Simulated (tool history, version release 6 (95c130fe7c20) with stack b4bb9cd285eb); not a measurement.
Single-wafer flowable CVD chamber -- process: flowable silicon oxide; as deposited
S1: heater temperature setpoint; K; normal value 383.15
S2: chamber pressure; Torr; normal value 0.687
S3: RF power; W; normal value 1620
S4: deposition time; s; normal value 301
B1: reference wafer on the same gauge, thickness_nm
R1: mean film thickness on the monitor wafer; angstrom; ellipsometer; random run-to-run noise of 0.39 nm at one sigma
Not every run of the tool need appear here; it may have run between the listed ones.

Run 1, hour 0.0: usual settings; B1 104.320. Result: R1 956.32 angstrom.
At hour 63.6: capacitance manometer re-zeroed and calibrated.
Run 2, hour 87.6: usual settings; B1 104.404. Result: R1 923.14 angstrom.
Run 3, hour 130.3: usual settings; B1 104.360. Result: R1 927.45 angstrom.
Run 4, hour 213.3: usual settings; B1 104.303. Result: R1 941.00 angstrom.
Run 5, hour 396.5: usual settings but S3 1490 W; B1 104.437. Result: R1 912.26 angstrom.
Run 6, hour 465.9: usual settings; B1 104.328. Result: R1 950.18 angstrom.
Run 7, hour 533.5: usual settings; B1 104.405. Result: R1 946.97 angstrom.
Run 8, hour 625.7: usual settings but S3 1430 W; B1 104.310. Result: R1 911.31 angstrom.
Run 9, hour 668.6: usual settings but S1 390.15 K; B1 104.132. Result: R1 772.37 angstrom.
At hour 736.9: thermocouple changed; heater temperature recalibrated.
Run 10, hour 769.7: usual settings but S3 1755 W; B1 104.453. Result: R1 971.98 angstrom.
Run 11, hour 857.4: usual settings but S3 1755 W; B1 104.457. Result: R1 968.54 angstrom.
Run 12, hour 920.9: usual settings but S3 1755 W; B1 104.330. Result: R1 962.34 angstrom.
At hour 972.0: gauge calibrated.
At hour 1009.6: RF generator calibrated.
Run 13, hour 1027.4: usual settings; B1 104.468. Result: R1 941.41 angstrom.
Run 14, hour 1095.7: usual settings; B1 104.280. Result: R1 948.83 angstrom.
Run 15, hour 1201.8: usual settings but S3 1755 W; B1 104.477. Result: R1 973.90 angstrom.
Run 16, hour 1248.6: usual settings but S1 389.15 K, S2 0.588 Torr, S3 1535 W, S4 349 s; B1 104.379. Result: R1 817.72 angstrom.
Run 17, hour 1288.5: usual settings but S4 318 s; B1 104.236. Result: R1 1015.75 angstrom.
Run 18, hour 1379.3: usual settings but S1 391.15 K, S3 1320 W, S4 339 s; B1 104.572. Result: R1 807.49 angstrom.
At hour 1427.5: showerhead replaced.
Run 19, hour 1456.2: usual settings but S4 264 s; B1 104.407. Result: R1 837.22 angstrom.
At hour 1510.4: capacitance manometer re-zeroed and calibrated.
Run 20, hour 1538.7: usual settings but S2 0.641 Torr; B1 104.462. Result: R1 874.78 angstrom.
Run 21, hour 1625.0: usual settings; B1 104.374. Result: R1 935.54 angstrom.
Run 22, hour 1721.3: usual settings but S1 369.15 K, S2 0.827 Torr; B1 104.402. Result: R1 1668.12 angstrom.
Run 23, hour 1826.6: usual settings but S1 390.15 K, S2 0.555 Torr, S3 1795 W; B1 104.455. Result: R1 672.35 angstrom.
Run 24, hour 1921.6: usual settings; B1 104.164. Result: R1 951.54 angstrom.
Run 25, hour 1957.8: usual settings; B1 104.351. Result: R1 941.24 angstrom.
Run 26, hour 2057.3: usual settings but S1 372.15 K, S2 0.858 Torr, S3 1485 W, S4 318 s; B1 104.346. Result: R1 1634.00 angstrom.
Run 27, hour 2105.2: usual settings but S1 374.15 K, S2 0.853 Torr, S3 1805 W, S4 324 s; B1 104.393. Result: R1 1652.67 angstrom.
Run 28, hour 2196.9: usual settings but S2 0.579 Torr, S4 262 s; B1 104.265. Result: R1 724.01 angstrom.
Run 29, hour 2245.0: usual settings but S1 392.15 K, S2 0.588 Torr, S4 361 s; B1 104.476. Result: R1 783.64 angstrom.

Each row is a separate what-if for the run after 29, all from the same tool condition, not one after another. Results?
Run A, hour 2245.5: usual settings; B1 ?. Result: R1 ?.
Run B, hour 2245.5: usual settings but S1 369.15 K, S3 1825 W; B1 ?. Result: R1 ?.
Run C, hour 2245.5: usual settings but S3 1330 W, S4 337 s; B1 ?. Result: R1 ?.

run       B1       R1
  A  104.354   947.50
  B  104.354  1493.57
  C  104.354   998.51
What these runs would have given with no unlogged condition in the tool:
run       R1
  A   927.29
  B  1461.71
  C   977.21
